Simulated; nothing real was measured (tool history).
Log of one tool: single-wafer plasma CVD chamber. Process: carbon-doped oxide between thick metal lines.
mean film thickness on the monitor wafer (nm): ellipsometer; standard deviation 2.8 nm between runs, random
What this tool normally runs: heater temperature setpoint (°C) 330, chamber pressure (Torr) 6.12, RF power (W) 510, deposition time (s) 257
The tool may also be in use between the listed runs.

run   hour  heater temperature setpoint (°C)  chamber pressure (Torr)  RF power (W)  deposition time (s)  read-back reference wafer on the same gauge, thickness_nm  mean film thickness on the monitor wafer (nm)
  1      0                               330                     6.12           510                  257                                                   1299.755                                       1487.102
  2   18.2                               330                     6.12           510                  257                                                   1299.573                                       1482.644
  3   52.4                               330                     6.12           510                  257                                                   1300.432                                       1481.426
  4   78.5                               330                     6.12           510                  257                                                   1298.861                                        1477.63
  5  103.1                               330                     6.12           510                  257                                                   1299.405                                       1481.314
  6  126.7                               330                     6.12           510                  257                                                   1299.707                                       1479.493
  7  159.9                               330                     6.12           510                  257                                                   1299.556                                       1476.665
  8  182.9                               330                     6.12           510                  257                                                   1299.513                                       1476.366
  9  217.1                               330                     6.12           510                  257                                                   1299.211                                       1473.189
     240.9  -- capacitance manometer re-zeroed and calibrated
     254.5  -- showerhead replaced
     281.4  -- gauge calibrated
 10  284.7                               330                     6.12           510                  257                                                   1300.741                                       1478.926
 11  317.4                               330                     6.12           510                  257                                                    1300.09                                        1480.66
 12    343                               330                     6.12           510                  257                                                   1299.251                                       1478.123
     366.5  -- thermocouple changed; heater temperature recalibrated
 13    367                               336                     5.22           580                  220                                                   1300.034                                       1300.747
 14  387.9                               330                     6.12           510                  257                                                   1299.163                                       1452.471
 15  403.9                               337                     4.82           510                  257                                                   1299.662                                       1367.035
 16  434.8                               330                     6.78           455                  257                                                   1299.529                                        1345.83
     453.7  -- RF generator calibrated
 17  466.9                               330                     6.12           510                  257                                                   1300.198                                       1495.756
 18  488.1                               330                     6.12           560                  257                                                    1300.85                                       1584.767
 19    501                               330                     6.12           510                  257                                                   1299.128                                       1494.887
 20  532.4                               325                     5.04           550                  257                                                   1300.378                                       1538.552
 21  557.8                               330                      5.4           510                  293                                                   1299.323                                        1660.58
 22  583.5                               330                     6.12           510                  300                                                   1299.229                                       1732.946
 23  683.8                               330                     5.13           600                  230                                                    1299.46                                       1433.368
 24  708.5                               324                     7.55           510                  257                                                   1301.497                                       1545.048
 25  733.2                               330                     6.12           510                  257                                                   1300.558                                       1485.336
 26  754.1                               339                     7.32           430                  257                                                   1299.403                                       1295.685
 27  773.9                               330                     6.12           510                  257                                                    1299.95                                       1481.617
 28  806.9                               342                     4.97           510                  272                                                   1300.739                                       1462.054

Each row is a separate what-if for the run after 28, all from the same tool condition, not one after another. Results?
  A  807.4                               330                     6.12           510                  257                                                          ?                                              ?
  B  807.4                               319                     6.12           415                  290                                                          ?                                              ?
  C  807.4                               330                     6.99           510                  257                                                          ?                                              ?
  D  807.4                               341                     6.12           510                  257                                                          ?                                              ?

run  read-back reference wafer on the same gauge, thickness_nm  mean film thickness on the monitor wafer (nm)
  A                                                   1300.489                                       1476.977
  B                                                   1300.489                                       1467.238
  C                                                   1300.489                                       1498.707
  D                                                   1300.489                                       1434.502
Take away the tool's hidden state, keep each run's random variation, and the runs would have read:
run  mean film thickness on the monitor wafer (nm)
  A                                       1491.634
  B                                       1484.835
  C                                        1513.58
  D                                       1449.022
